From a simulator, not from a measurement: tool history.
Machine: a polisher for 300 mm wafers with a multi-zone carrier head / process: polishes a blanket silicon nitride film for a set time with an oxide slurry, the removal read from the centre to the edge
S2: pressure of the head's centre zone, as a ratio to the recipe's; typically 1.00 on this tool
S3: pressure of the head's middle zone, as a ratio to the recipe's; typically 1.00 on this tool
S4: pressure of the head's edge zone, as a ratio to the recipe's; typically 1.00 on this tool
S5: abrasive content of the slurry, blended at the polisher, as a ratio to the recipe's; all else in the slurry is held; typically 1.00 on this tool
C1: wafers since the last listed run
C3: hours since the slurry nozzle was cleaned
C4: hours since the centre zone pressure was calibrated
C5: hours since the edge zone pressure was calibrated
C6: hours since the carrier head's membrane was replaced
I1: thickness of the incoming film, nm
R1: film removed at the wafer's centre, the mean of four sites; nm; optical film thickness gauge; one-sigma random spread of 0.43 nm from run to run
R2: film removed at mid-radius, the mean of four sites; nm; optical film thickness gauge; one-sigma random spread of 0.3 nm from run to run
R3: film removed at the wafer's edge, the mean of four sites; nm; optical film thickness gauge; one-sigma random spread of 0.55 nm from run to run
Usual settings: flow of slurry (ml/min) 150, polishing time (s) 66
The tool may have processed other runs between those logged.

{"run": 1, "hour": 0.0, "flow of slurry (ml/min)": 150, "S2": 0.94, "S3": 1.0, "S4": 1.0, "S5": 1.0, "polishing time (s)": 66, "C1": 0, "wafers polished on this pad": 561, "C3": 480.2, "C4": 191.2, "C5": 457.1, "C6": 1280.0, "I1": 319.8, "R1": 33.9, "R2": 36.5, "R3": 36.6}
{"run": 2, "hour": 178.9, "flow of slurry (ml/min)": 150, "S2": 1.0, "S3": 1.0, "S4": 1.0, "S5": 1.0, "polishing time (s)": 66, "C1": 1299, "wafers polished on this pad": 1860, "C3": 659.1, "C4": 370.1, "C5": 636.0, "C6": 1458.9, "I1": 317.7, "R1": 36.2, "R2": 36.6, "R3": 38.4}
{"hour": 265.5, "done": "slurry nozzle cleaned"}
{"run": 3, "hour": 272.6, "flow of slurry (ml/min)": 150, "S2": 1.0, "S3": 1.0, "S4": 1.0, "S5": 1.0, "polishing time (s)": 66, "C1": 673, "wafers polished on this pad": 2534, "C3": 7.1, "C4": 463.8, "C5": 729.7, "C6": 1552.6, "I1": 324.8, "R1": 38.5, "R2": 39.0, "R3": 38.8}
{"hour": 277.6, "done": "worn pad replaced by a new one"}
{"hour": 288.4, "done": "edge zone pressure recalibrated"}
{"run": 4, "hour": 344.0, "flow of slurry (ml/min)": 150, "S2": 1.0, "S3": 1.0, "S4": 1.0, "S5": 1.0, "polishing time (s)": 66, "C1": 475, "wafers polished on this pad": 468, "C3": 78.5, "C4": 535.2, "C5": 55.6, "C6": 1624.0, "I1": 317.8, "R1": 37.4, "R2": 37.3, "R3": 38.2}
{"hour": 356.9, "done": "centre zone pressure recalibrated"}
{"run": 5, "hour": 408.7, "flow of slurry (ml/min)": 150, "S2": 1.0, "S3": 1.0, "S4": 1.0, "S5": 1.0, "polishing time (s)": 66, "C1": 455, "wafers polished on this pad": 923, "C3": 143.2, "C4": 51.8, "C5": 120.3, "C6": 1688.7, "I1": 318.4, "R1": 37.4, "R2": 37.2, "R3": 37.9}
{"run": 6, "hour": 508.7, "flow of slurry (ml/min)": 150, "S2": 1.0, "S3": 1.0, "S4": 1.0, "S5": 1.0, "polishing time (s)": 66, "C1": 726, "wafers polished on this pad": 1650, "C3": 243.2, "C4": 151.8, "C5": 220.3, "C6": 1788.7, "I1": 316.3, "R1": 36.9, "R2": 37.2, "R3": 37.9}
{"run": 7, "hour": 591.0, "flow of slurry (ml/min)": 150, "S2": 1.0, "S3": 1.0, "S4": 1.0, "S5": 1.0, "polishing time (s)": 66, "C1": 597, "wafers polished on this pad": 2248, "C3": 325.5, "C4": 234.1, "C5": 302.6, "C6": 1871.0, "I1": 320.3, "R1": 35.7, "R2": 36.4, "R3": 37.5}
{"run": 8, "hour": 636.8, "flow of slurry (ml/min)": 150, "S2": 1.0, "S3": 1.04, "S4": 1.04, "S5": 1.2, "polishing time (s)": 66, "C1": 332, "wafers polished on this pad": 2580, "C3": 371.3, "C4": 279.9, "C5": 348.4, "C6": 1916.8, "I1": 318.7, "R1": 40.2, "R2": 42.6, "R3": 43.1}
{"hour": 663.7, "done": "worn pad replaced by a new one"}
{"run": 9, "hour": 696.3, "flow of slurry (ml/min)": 110, "S2": 1.1, "S3": 1.0, "S4": 1.0, "S5": 1.0, "polishing time (s)": 74, "C1": 403, "wafers polished on this pad": 236, "C3": 430.8, "C4": 339.4, "C5": 407.9, "C6": 1976.3, "I1": 320.5, "R1": 39.3, "R2": 36.8, "R3": 39.0}
{"hour": 775.3, "done": "carrier head's membrane replaced by a new one"}
{"run": 10, "hour": 782.4, "flow of slurry (ml/min)": 195, "S2": 1.0, "S3": 1.0, "S4": 1.0, "S5": 1.0, "polishing time (s)": 66, "C1": 589, "wafers polished on this pad": 825, "C3": 516.9, "C4": 425.5, "C5": 494.0, "C6": 7.1, "I1": 321.9, "R1": 37.6, "R2": 39.1, "R3": 39.9}
{"hour": 826.0, "done": "centre zone pressure recalibrated"}
{"run": 11, "hour": 871.8, "flow of slurry (ml/min)": 180, "S2": 1.0, "S3": 1.0, "S4": 1.0, "S5": 1.1, "polishing time (s)": 72, "C1": 634, "wafers polished on this pad": 1460, "C3": 606.3, "C4": 45.8, "C5": 583.4, "C6": 96.5, "I1": 319.7, "R1": 43.9, "R2": 44.0, "R3": 44.9}
{"run": 12, "hour": 951.6, "flow of slurry (ml/min)": 150, "S2": 1.0, "S3": 1.0, "S4": 0.97, "S5": 1.0, "polishing time (s)": 56, "C1": 579, "wafers polished on this pad": 2040, "C3": 686.1, "C4": 125.6, "C5": 663.2, "C6": 176.3, "I1": 319.7, "R1": 30.1, "R2": 30.9, "R3": 30.9}
{"hour": 1017.2, "done": "worn pad replaced by a new one"}
{"run": 13, "hour": 1024.6, "flow of slurry (ml/min)": 150, "S2": 1.0, "S3": 1.0, "S4": 1.0, "S5": 1.1, "polishing time (s)": 66, "C1": 501, "wafers polished on this pad": 53, "C3": 759.1, "C4": 198.6, "C5": 736.2, "C6": 249.3, "I1": 321.5, "R1": 37.5, "R2": 38.6, "R3": 40.3}
{"hour": 1060.0, "done": "slurry nozzle cleaned"}
{"run": 14, "hour": 1110.6, "flow of slurry (ml/min)": 150, "S2": 1.0, "S3": 1.0, "S4": 1.0, "S5": 1.0, "polishing time (s)": 66, "C1": 617, "wafers polished on this pad": 670, "C3": 50.6, "C4": 284.6, "C5": 822.2, "C6": 335.3, "I1": 318.4, "R1": 37.4, "R2": 37.9, "R3": 38.1}
{"hour": 1128.4, "done": "edge zone pressure recalibrated"}
{"run": 15, "hour": 1250.2, "flow of slurry (ml/min)": 150, "S2": 1.0, "S3": 1.0, "S4": 1.0, "S5": 0.8, "polishing time (s)": 66, "C1": 999, "wafers polished on this pad": 1670, "C3": 190.2, "C4": 424.2, "C5": 121.8, "C6": 474.9, "I1": 325.5, "R1": 30.4, "R2": 30.5, "R3": 32.1}
{"run": 16, "hour": 1316.7, "flow of slurry (ml/min)": 150, "S2": 1.0, "S3": 1.0, "S4": 1.0, "S5": 1.0, "polishing time (s)": 66, "C1": 483, "wafers polished on this pad": 2153, "C3": 256.7, "C4": 490.7, "C5": 188.3, "C6": 541.4, "I1": 323.2, "R1": 37.1, "R2": 37.1, "R3": 38.2}
{"hour": 1326.9, "done": "centre zone pressure recalibrated"}
{"run": 17, "hour": 1357.1, "flow of slurry (ml/min)": 125, "S2": 0.9, "S3": 1.0, "S4": 1.0, "S5": 1.15, "polishing time (s)": 57, "C1": 278, "wafers polished on this pad": 2432, "C3": 297.1, "C4": 30.2, "C5": 228.7, "C6": 581.8, "I1": 321.2, "R1": 29.3, "R2": 33.4, "R3": 34.8}
{"run": 18, "hour": 1393.7, "flow of slurry (ml/min)": 165, "S2": 1.0, "S3": 0.94, "S4": 0.94, "S5": 0.85, "polishing time (s)": 66, "C1": 265, "wafers polished on this pad": 2698, "C3": 333.7, "C4": 66.8, "C5": 265.3, "C6": 618.4, "I1": 321.7, "R1": 33.0, "R2": 31.8, "R3": 32.6}
{"hour": 1403.7, "done": "worn pad replaced by a new one"}
{"run": 19, "hour": 1476.4, "flow of slurry (ml/min)": 150, "S2": 1.1, "S3": 1.0, "S4": 1.05, "S5": 0.8, "polishing time (s)": 75, "C1": 571, "wafers polished on this pad": 528, "C3": 416.4, "C4": 149.5, "C5": 348.0, "C6": 701.1, "I1": 321.5, "R1": 37.2, "R2": 34.7, "R3": 36.8}
{"run": 20, "hour": 1581.7, "flow of slurry (ml/min)": 150, "S2": 1.0, "S3": 1.0, "S4": 1.0, "S5": 1.0, "polishing time (s)": 66, "C1": 765, "wafers polished on this pad": 1293, "C3": 521.7, "C4": 254.8, "C5": 453.3, "C6": 806.4, "I1": 322.8, "R1": 36.4, "R2": 36.4, "R3": 37.8}

Below, some changes in R1 between adjacent runs. For each, the amount present without the hidden state too (settings, incoming material, random variation) and the amount remaining for the hidden state with gauge scatter not shared by both compared results:
Unlogged tool condition in this case: removal rate lost through wear of the pad, %; slurry flow missing at the pad, %; deviation of the centre zone's pressure from its setpoint, %; deviation of the edge zone's pressure from its setpoint, %.
Run 2 -> 3: slurry nozzle cleaned. R1 +2.3 nm: hidden state +2.1, all else +0.2.
Run 11 -> 12: flow of slurry (ml/min) 180 -> 150, S4 1.00 -> 0.97, S5 1.10 -> 1.00, polishing time (s) 72 -> 56. R1 -13.8 nm: hidden state +0.3, all else -14.1.
Run 13 -> 14: S5 1.10 -> 1.00, slurry nozzle cleaned. R1 -0.1 nm: hidden state +2.6, all else -2.7.
Run 16 -> 17: flow of slurry (ml/min) 150 -> 125, S2 1.00 -> 0.90, S5 1.00 -> 1.15, polishing time (s) 66 -> 57, centre zone pressure recalibrated. R1 -7.8 nm: hidden state +0.0, all else -7.8.
